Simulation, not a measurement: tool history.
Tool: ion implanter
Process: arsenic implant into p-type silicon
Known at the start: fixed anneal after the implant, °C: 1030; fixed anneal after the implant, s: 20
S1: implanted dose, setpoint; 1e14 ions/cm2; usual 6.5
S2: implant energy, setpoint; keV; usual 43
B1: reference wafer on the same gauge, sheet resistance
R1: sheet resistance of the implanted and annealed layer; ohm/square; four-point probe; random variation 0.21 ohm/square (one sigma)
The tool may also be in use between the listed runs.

| run | hour | S1 | S2 | B1 | R1 |
|---|---|---|---|---|---|
| 1 | 0 | 6.5 | 43 | 128.94 | 134.2 |
| 2 | 12.9 | 6.5 | 43 | 128.97 | 134.53 |
| 3 | 25.4 | 6.5 | 43 | 129.04 | 134.22 |
| 4 | 39.4 | 6.5 | 36 | 128.98 | 137.96 |
| 5 | 53 | 6.5 | 36 | 128.98 | 137.7 |
| 6 | 66 | 6.5 | 36 | 129.01 | 137.4 |
| 7 | 77.6 | 7.24 | 43 | 128.96 | 123.49 |
| 8 | 93.7 | 6.5 | 43 | 129.02 | 133.59 |
| 9 | 110.7 | 6.5 | 43 | 129.01 | 133.55 |
| 10 | 126.3 | 6.5 | 43 | 128.94 | 133.54 |
| 11 | 141.1 | 6.5 | 43 | 129.06 | 133.35 |
| 12 | 148.1 | 5.89 | 32.5 | 128.94 | 149.46 |
| 13 | 180 | 5.89 | 32.5 | 129.07 | 149.72 |
| 14 | 189.4 | 5.89 | 32.5 | 129.05 | 149.11 |
| 15 | 200 | 6.5 | 43 | 128.99 | 133.12 |
| 16 | 211.7 | 6.5 | 43 | 129.04 | 132.76 |
| 17 | 222.7 | 6.5 | 43 | 129.03 | 132.28 |
| 18 | 229.8 | 6.5 | 43 | 128.98 | 132.27 |
| 19 | 243.4 | 6.5 | 43 | 128.94 | 132.51 |
| 20 | 274.8 | 5.52 | 33 | 129 | 161.25 |
| 21 | 279 | 5.09 | 43 | 128.98 | 165.14 |
| 22 | 289.4 | 8.34 | 29 | 129 | 121.43 |
| 23 | 298.4 | 5.29 | 35 | 128.92 | 164.96 |
| 24 | 316.2 | 4.88 | 55.5 | 129.06 | 164.49 |
| 25 | 334.1 | 6.5 | 43 | 128.97 | 137.15 |
| 26 | 351.8 | 6.5 | 43 | 129.04 | 136.65 |
| 27 | 365.3 | 7 | 37 | 129.03 | 132.33 |
| 28 | 372.4 | 6.5 | 43 | 129.1 | 137.09 |
| 29 | 380.3 | 6.5 | 49.5 | 128.98 | 133.93 |
| 30 | 387.6 | 5 | 43 | 129.01 | 167.27 |
| 31 | 396.2 | 6.5 | 43 | 129.04 | 136.66 |
| 32 | 411.2 | 6.5 | 29.5 | 129.01 | 144.83 |
| 33 | 427.6 | 6.5 | 56 | 128.96 | 132.06 |
| 34 | 436.5 | 5.67 | 32 | 128.96 | 158.76 |
| 35 | 452.1 | 7.04 | 36.5 | 129.03 | 131.98 |
| 36 | 462.8 | 6.5 | 57.5 | 129.01 | 131.24 |
| 37 | 471.2 | 6.5 | 43 | 129.01 | 136.48 |
| 38 | 480.8 | 5.68 | 36 | 128.95 | 155.36 |

Taken out of this log: 4 entries between the listed runs. Where each belongs, and how the hidden state differs across it:
Between runs 5 and 6: gauge calibrated (hour 61)
  deviation of the true dose from the Faraday cup's reading, %: 3.49 -> 3.59
  measured less the result without the state, R1: -3.59 -> -3.69 ohm/square
Between runs 12 and 13: extraction supply calibrated (hour 179.5)
  deviation of the true dose from the Faraday cup's reading, %: 4.29 -> 4.58
  measured less the result without the state, R1: -4.82 -> -5.16 ohm/square
Between runs 19 and 20: Faraday cup replaced and dose calibrated (hour 274.3)
  deviation of the true dose from the Faraday cup's reading, %: 5.18 -> 0.616
  measured less the result without the state, R1: -5.16 -> -0.76 ohm/square
Between runs 23 and 24: gauge calibrated (hour 310.8)
  deviation of the true dose from the Faraday cup's reading, %: 0.619 -> 0.625
  measured less the result without the state, R1: -0.78 -> -0.79 ohm/square

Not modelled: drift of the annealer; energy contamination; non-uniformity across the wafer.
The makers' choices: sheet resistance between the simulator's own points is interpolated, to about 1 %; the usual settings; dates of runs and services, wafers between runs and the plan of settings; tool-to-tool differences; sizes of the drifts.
